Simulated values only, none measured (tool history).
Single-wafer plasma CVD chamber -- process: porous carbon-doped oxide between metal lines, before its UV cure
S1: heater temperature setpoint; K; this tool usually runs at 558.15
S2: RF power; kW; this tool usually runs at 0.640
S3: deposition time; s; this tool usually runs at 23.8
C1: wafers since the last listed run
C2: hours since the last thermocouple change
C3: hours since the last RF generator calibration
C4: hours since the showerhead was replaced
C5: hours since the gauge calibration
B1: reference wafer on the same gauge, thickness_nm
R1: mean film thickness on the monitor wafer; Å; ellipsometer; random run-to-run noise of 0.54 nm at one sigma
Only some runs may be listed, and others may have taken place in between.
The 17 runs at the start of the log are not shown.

{"run": 18, "day": 37.712, "S1": 545.15, "S2": 0.52, "S3": 25.3, "C1": 1210, "C2": 1710.3, "C3": 55.2, "C4": 649.9, "C5": 1450.1, "B1": 168.975, "R1": 1676.2}
{"run": 19, "day": 39.321, "S1": 558.15, "S2": 0.64, "S3": 23.8, "C1": 854, "C2": 1748.9, "C3": 93.8, "C4": 688.5, "C5": 1488.7, "B1": 169.054, "R1": 1659.64}
{"day": 40.625, "done": "gauge calibrated"}
{"run": 20, "day": 41.346, "S1": 546.15, "S2": 0.59, "S3": 22.5, "C1": 1075, "C2": 1797.5, "C3": 142.4, "C4": 737.1, "C5": 17.3, "B1": 168.997, "R1": 1608.96}
{"run": 21, "day": 44.321, "S1": 558.15, "S2": 0.64, "S3": 23.8, "C1": 1580, "C2": 1868.9, "C3": 213.8, "C4": 808.5, "C5": 88.7, "B1": 169.096, "R1": 1655.43}
{"run": 22, "day": 46.221, "S1": 558.15, "S2": 0.675, "S3": 21.6, "C1": 1009, "C2": 1914.5, "C3": 259.4, "C4": 854.1, "C5": 134.3, "B1": 168.968, "R1": 1550.33}
{"day": 48.675, "done": "thermocouple changed; heater temperature recalibrated"}
{"run": 23, "day": 49.192, "S1": 558.15, "S2": 0.64, "S3": 23.8, "C1": 1401, "C2": 12.4, "C3": 330.7, "C4": 925.4, "C5": 205.6, "B1": 168.981, "R1": 1652.13}
{"run": 24, "day": 50.354, "S1": 558.15, "S2": 0.64, "S3": 23.8, "C1": 617, "C2": 40.3, "C3": 358.6, "C4": 953.3, "C5": 233.5, "B1": 168.961, "R1": 1648.62}
{"run": 25, "day": 53.158, "S1": 550.15, "S2": 0.64, "S3": 27.5, "C1": 1489, "C2": 107.6, "C3": 425.9, "C4": 1020.6, "C5": 300.8, "B1": 169.065, "R1": 1978.67}
{"run": 26, "day": 54.358, "S1": 547.15, "S2": 0.64, "S3": 23.8, "C1": 637, "C2": 136.4, "C3": 454.7, "C4": 1049.4, "C5": 329.6, "B1": 169.002, "R1": 1763.69}
{"run": 27, "day": 57.212, "S1": 567.15, "S2": 0.64, "S3": 22.5, "C1": 1516, "C2": 204.9, "C3": 523.2, "C4": 1117.9, "C5": 398.1, "B1": 169.021, "R1": 1488.96}
{"run": 28, "day": 59.179, "S1": 558.15, "S2": 0.575, "S3": 23.8, "C1": 1044, "C2": 252.1, "C3": 570.4, "C4": 1165.1, "C5": 445.3, "B1": 168.97, "R1": 1543.79}
{"run": 29, "day": 61.767, "S1": 558.15, "S2": 0.64, "S3": 23.8, "C1": 1374, "C2": 314.2, "C3": 632.5, "C4": 1227.2, "C5": 507.4, "B1": 168.935, "R1": 1653.7}

Estimate the outcome of run 30 from the log above:
{"run": 30, "day": 64.35, "S1": 553.15, "S2": 0.55, "S3": 19.3, "C1": 1372, "C2": 376.2, "C3": 694.5, "C4": 1289.2, "C5": 569.4, "B1": "?", "R1": "?"}

B1: 168.955
R1: 1269.58 Å
If the tool had no hidden condition, the same run with the same run-to-run variation would have returned R1 1282.78 Å.
